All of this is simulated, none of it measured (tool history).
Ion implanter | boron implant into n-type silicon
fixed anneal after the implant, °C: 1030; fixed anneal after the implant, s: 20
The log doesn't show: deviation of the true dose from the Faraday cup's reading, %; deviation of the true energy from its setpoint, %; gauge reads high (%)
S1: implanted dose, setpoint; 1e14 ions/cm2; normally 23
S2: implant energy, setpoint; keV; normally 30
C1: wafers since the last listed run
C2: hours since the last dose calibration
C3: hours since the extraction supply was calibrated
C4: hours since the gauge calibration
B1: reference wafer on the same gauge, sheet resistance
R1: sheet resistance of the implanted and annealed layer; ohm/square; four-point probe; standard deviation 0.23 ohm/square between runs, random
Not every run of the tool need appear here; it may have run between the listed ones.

run 1 day=0 | S1=23 S2=36.5 | C1=0 C2=1575.1 C3=6145.1 C4=591.3 | B1=50.94 | R1=58.67
run 2 day=2.7 | S1=23 S2=36.5 | C1=996 C2=1639.9 C3=6209.9 C4=656.1 | B1=51.08 | R1=58.54
run 3 day=4.308 | S1=23 S2=24 | C1=593 C2=1678.5 C3=6248.5 C4=694.7 | B1=50.91 | R1=63
run 4 day=12.812 | S1=23 S2=24 | C1=3138 C2=1882.6 C3=6452.6 C4=898.8 | B1=51.01 | R1=63.87
run 5 day=15.308 | S1=23 S2=24 | C1=921 C2=1942.5 C3=6512.5 C4=958.7 | B1=51.03 | R1=63.68
-- day=15.733 gauge calibrated
run 6 day=18.7 | S1=18.48 S2=28 | C1=1251 C2=2023.9 C3=6593.9 C4=71.2 | B1=50.97 | R1=72.27
run 7 day=21.996 | S1=18.48 S2=28 | C1=1216 C2=2103 C3=6673 C4=150.3 | B1=51.04 | R1=72.23
-- day=22.496 Faraday cup replaced and dose calibrated
-- day=24.142 extraction supply calibrated
run 8 day=25.696 | S1=23 S2=24 | C1=1119 C2=76.8 C3=37.3 C4=239.1 | B1=51.03 | R1=61.3
run 9 day=28.171 | S1=18.47 S2=20 | C1=913 C2=136.2 C3=96.7 C4=298.5 | B1=51.06 | R1=73.48
run 10 day=31.6 | S1=27.73 S2=21.5 | C1=1265 C2=218.5 C3=179 C4=380.8 | B1=50.97 | R1=57.47
run 11 day=34.4 | S1=23 S2=40 | C1=1033 C2=285.7 C3=246.2 C4=448 | B1=50.98 | R1=55.79
run 12 day=36.417 | S1=18.1 S2=21 | C1=744 C2=334.1 C3=294.6 C4=496.4 | B1=51.02 | R1=73.5
run 13 day=38.138 | S1=29.01 S2=35.5 | C1=635 C2=375.4 C3=335.9 C4=537.7 | B1=51 | R1=48.51
run 14 day=42.496 | S1=17.8 S2=40.5 | C1=1608 C2=480 C3=440.5 C4=642.3 | B1=51 | R1=69.09
run 15 day=46.467 | S1=16.14 S2=21 | C1=1465 C2=575.3 C3=535.8 C4=737.6 | B1=50.99 | R1=80.28

Alternative continuations, all from the tool just after run 15; predict every row:
run A day=46.483 | S1=23 S2=36 | C1=6 C2=575.7 C3=536.2 C4=738 | B1=? | R1=?
run B day=46.483 | S1=23 S2=22 | C1=6 C2=575.7 C3=536.2 C4=738 | B1=? | R1=?
run C day=46.483 | S1=24.8 S2=21.5 | C1=6 C2=575.7 C3=536.2 C4=738 | B1=? | R1=?
run D day=46.483 | S1=29.76 S2=26.5 | C1=6 C2=575.7 C3=536.2 C4=738 | B1=? | R1=?

run=A B1=51.04 R1=56.78
run=B B1=51.04 R1=62.8
run=C B1=51.04 R1=60.68
run=D B1=51.04 R1=51.92
Stripped of hidden state, with their random variation kept, the same runs would have yielded:
run=A R1=56.29
run=B R1=62.38
run=C R1=60.32
run=D R1=51.63
